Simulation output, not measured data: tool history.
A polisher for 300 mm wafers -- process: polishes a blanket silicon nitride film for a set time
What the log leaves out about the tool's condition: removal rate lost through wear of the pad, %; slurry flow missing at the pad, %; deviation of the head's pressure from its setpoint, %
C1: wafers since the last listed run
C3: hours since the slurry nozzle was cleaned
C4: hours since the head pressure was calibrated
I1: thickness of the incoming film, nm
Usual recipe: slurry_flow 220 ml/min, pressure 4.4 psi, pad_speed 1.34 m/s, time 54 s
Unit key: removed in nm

Run 1, hour 0: usual settings; C1 0; wafers polished on this pad 1473; C3 431.5; C4 125.3; I1 817. Result: removed 140.9 nm.
Run 2, hour 39.7: usual settings but time 63 s; C1 342; wafers polished on this pad 1816; C3 471.2; C4 165; I1 837.6. Result: removed 165.1 nm.
Run 3, hour 104.2: usual settings but time 63 s; C1 556; wafers polished on this pad 2372; C3 535.7; C4 229.5; I1 820.4. Result: removed 165 nm.
Run 4, hour 166: usual settings but slurry_flow 270 ml/min, pad_speed 1.14 m/s; C1 533; wafers polished on this pad 2905; C3 597.5; C4 291.3; I1 844.3. Result: removed 125.2 nm.
At hour 201.7: slurry nozzle cleaned.
Run 5, hour 218.8: usual settings but slurry_flow 175 ml/min; C1 446; wafers polished on this pad 3352; C3 17.1; C4 344.1; I1 835.5. Result: removed 136.7 nm.
Run 6, hour 306.4: usual settings; C1 755; wafers polished on this pad 4107; C3 104.7; C4 431.7; I1 821. Result: removed 140.7 nm.
At hour 370.9: head pressure recalibrated.
Run 7, hour 371.4: usual settings; C1 543; wafers polished on this pad 4651; C3 169.7; C4 0.5; I1 834.4. Result: removed 130.9 nm.
At hour 383.7: worn pad replaced by a new one.
Run 8, hour 470.5: usual settings; C1 820; wafers polished on this pad 748; C3 268.8; C4 99.6; I1 820.8. Result: removed 142 nm.
Run 9, hour 548.1: usual settings; C1 669; wafers polished on this pad 1417; C3 346.4; C4 177.2; I1 822.5. Result: removed 138.1 nm.
Run 10, hour 636.3: usual settings; C1 760; wafers polished on this pad 2178; C3 434.6; C4 265.4; I1 835. Result: removed 140.5 nm.
Run 11, hour 727.2: usual settings; C1 784; wafers polished on this pad 2962; C3 525.5; C4 356.3; I1 837.6. Result: removed 138.6 nm.
Run 12, hour 832.6: usual settings; C1 909; wafers polished on this pad 3871; C3 630.9; C4 461.7; I1 839.7. Result: removed 138.5 nm.
At hour 848.4: slurry nozzle cleaned.
At hour 872.5: head pressure recalibrated.
At hour 1012.7: worn pad replaced by a new one.
Run 13, hour 1058.3: usual settings but slurry_flow 255 ml/min, pressure 3.6 psi; C1 1886; wafers polished on this pad 393; C3 209.9; C4 185.8; I1 831.6. Result: removed 122.1 nm.
Run 14, hour 1120.2: usual settings but slurry_flow 255 ml/min, pressure 3.6 psi; C1 533; wafers polished on this pad 927; C3 271.8; C4 247.7; I1 839.9. Result: removed 121.3 nm.
Run 15, hour 1217.3: usual settings but slurry_flow 255 ml/min, pressure 3.6 psi; C1 837; wafers polished on this pad 1765; C3 368.9; C4 344.8; I1 818.8. Result: removed 120.4 nm.
Run 16, hour 1304.3: usual settings but pad_speed 1.16 m/s; C1 750; wafers polished on this pad 2515; C3 455.9; C4 431.8; I1 834.5. Result: removed 128.6 nm.
Run 17, hour 1364.1: usual settings but pad_speed 1.16 m/s; C1 515; wafers polished on this pad 3031; C3 515.7; C4 491.6; I1 813.4. Result: removed 127.6 nm.
At hour 1436.2: head pressure recalibrated.
Run 18, hour 1470.3: usual settings but slurry_flow 175 ml/min, pad_speed 1 m/s; C1 898; wafers polished on this pad 3929; C3 621.9; C4 34.1; I1 841. Result: removed 100.3 nm.
At hour 1508.1: worn pad replaced by a new one.
At hour 1520.5: slurry nozzle cleaned.
Run 19, hour 1577.6: usual settings; C1 882; wafers polished on this pad 590; C3 57.1; C4 141.4; I1 834.9. Result: removed 143.2 nm.
Run 20, hour 1665.5: usual settings; C1 758; wafers polished on this pad 1348; C3 145; C4 229.3; I1 832.2. Result: removed 142 nm.
Run 21, hour 1769.7: usual settings but time 36 s; C1 898; wafers polished on this pad 2247; C3 249.2; C4 333.5; I1 820.8. Result: removed 95.8 nm.
Run 22, hour 1848.6: usual settings but slurry_flow 240 ml/min, pad_speed 1.22 m/s, time 49 s; C1 680; wafers polished on this pad 2928; C3 328.1; C4 412.4; I1 822.1. Result: removed 120.8 nm.
Run 23, hour 1890.6: usual settings but pressure 4 psi, pad_speed 1.06 m/s; C1 362; wafers polished on this pad 3290; C3 370.1; C4 454.4; I1 829.4. Result: removed 106.3 nm.
Run 24, hour 1983.2: usual settings but time 66 s; C1 798; wafers polished on this pad 4089; C3 462.7; C4 547; I1 814.1. Result: removed 175.1 nm.
At hour 2030.5: head pressure recalibrated.
Run 25, hour 2052.7: usual settings; C1 582; wafers polished on this pad 4671; C3 532.2; C4 22.2; I1 830.3. Result: removed 131.2 nm.
At hour 2062.8: worn pad replaced by a new one.
Run 26, hour 2112: usual settings but slurry_flow 270 ml/min, pressure 3.2 psi; C1 476; wafers polished on this pad 424; C3 591.5; C4 81.5; I1 818.5. Result: removed 106.7 nm.
At hour 2135.1: slurry nozzle cleaned.
Run 27, hour 2177.6: usual settings; C1 557; wafers polished on this pad 981; C3 42.5; C4 147.1; I1 827.2. Result: removed 144.7 nm.
Run 28, hour 2237.6: usual settings but pressure 3.2 psi, pad_speed 1.14 m/s, time 41 s; C1 517; wafers polished on this pad 1498; C3 102.5; C4 207.1; I1 843.2. Result: removed 67.8 nm.
Run 29, hour 2328.5: usual settings but time 66 s; C1 784; wafers polished on this pad 2282; C3 193.4; C4 298; I1 837.9. Result: removed 173.3 nm.
Run 30, hour 2397: usual settings; C1 590; wafers polished on this pad 2873; C3 261.9; C4 366.5; I1 819.4. Result: removed 138.8 nm.
Run 31, hour 2450.7: usual settings but pressure 4 psi, pad_speed 1.56 m/s, time 42 s; C1 463; wafers polished on this pad 3336; C3 315.6; C4 420.2; I1 842. Result: removed 112.5 nm.
Run 32, hour 2515.7: usual settings but slurry_flow 165 ml/min, pressure 5.3 psi, pad_speed 1.76 m/s; C1 560; wafers polished on this pad 3897; C3 380.6; C4 485.2; I1 826.7. Result: removed 201.5 nm.
At hour 2593.9: head pressure recalibrated.
Run 33, hour 2622.7: usual settings but time 35 s; C1 905; wafers polished on this pad 4803; C3 487.6; C4 28.8; I1 834. Result: removed 85.3 nm.
Run 34, hour 2695.5: usual settings but pressure 5.5 psi; C1 627; wafers polished on this pad 5431; C3 560.4; C4 101.6; I1 827. Result: removed 161.8 nm.
At hour 2704.9: worn pad replaced by a new one.
At hour 2725.5: slurry nozzle cleaned.
Run 35, hour 2746.5: usual settings; C1 396; wafers polished on this pad 349; C3 21; C4 152.6; I1 818.1. Result: removed 142.3 nm.

Alternative continuations, all from the tool just after run 35; predict every row:
Run A, hour 2746.9: usual settings; C1 3; wafers polished on this pad 353; C3 21.4; C4 153; I1 830.1. Result: removed ?.
Run B, hour 2746.9: usual settings but slurry_flow 255 ml/min, pressure 3.2 psi, pad_speed 1.68 m/s, time 66 s; C1 3; wafers polished on this pad 353; C3 21.4; C4 153; I1 830.1. Result: removed ?.
Run C, hour 2746.9: usual settings but slurry_flow 175 ml/min, pad_speed 1.02 m/s; C1 3; wafers polished on this pad 353; C3 21.4; C4 153; I1 830.1. Result: removed ?.
Run D, hour 2746.9: usual settings but pressure 5.3 psi, pad_speed 1.6 m/s, time 47 s; C1 3; wafers polished on this pad 353; C3 21.4; C4 153; I1 830.1. Result: removed ?.
Run E, hour 2746.9: usual settings but slurry_flow 160 ml/min; C1 3; wafers polished on this pad 353; C3 21.4; C4 153; I1 830.1. Result: removed ?.

run  removed
  A    141.7
  B    153.3
  C    110.8
  D    171.2
  E    136.1
Without the tool's unlogged condition, the same runs would have read:
run  removed
  A    144.5
  B    156.4
  C      113
  D    174.6
  E    138.8

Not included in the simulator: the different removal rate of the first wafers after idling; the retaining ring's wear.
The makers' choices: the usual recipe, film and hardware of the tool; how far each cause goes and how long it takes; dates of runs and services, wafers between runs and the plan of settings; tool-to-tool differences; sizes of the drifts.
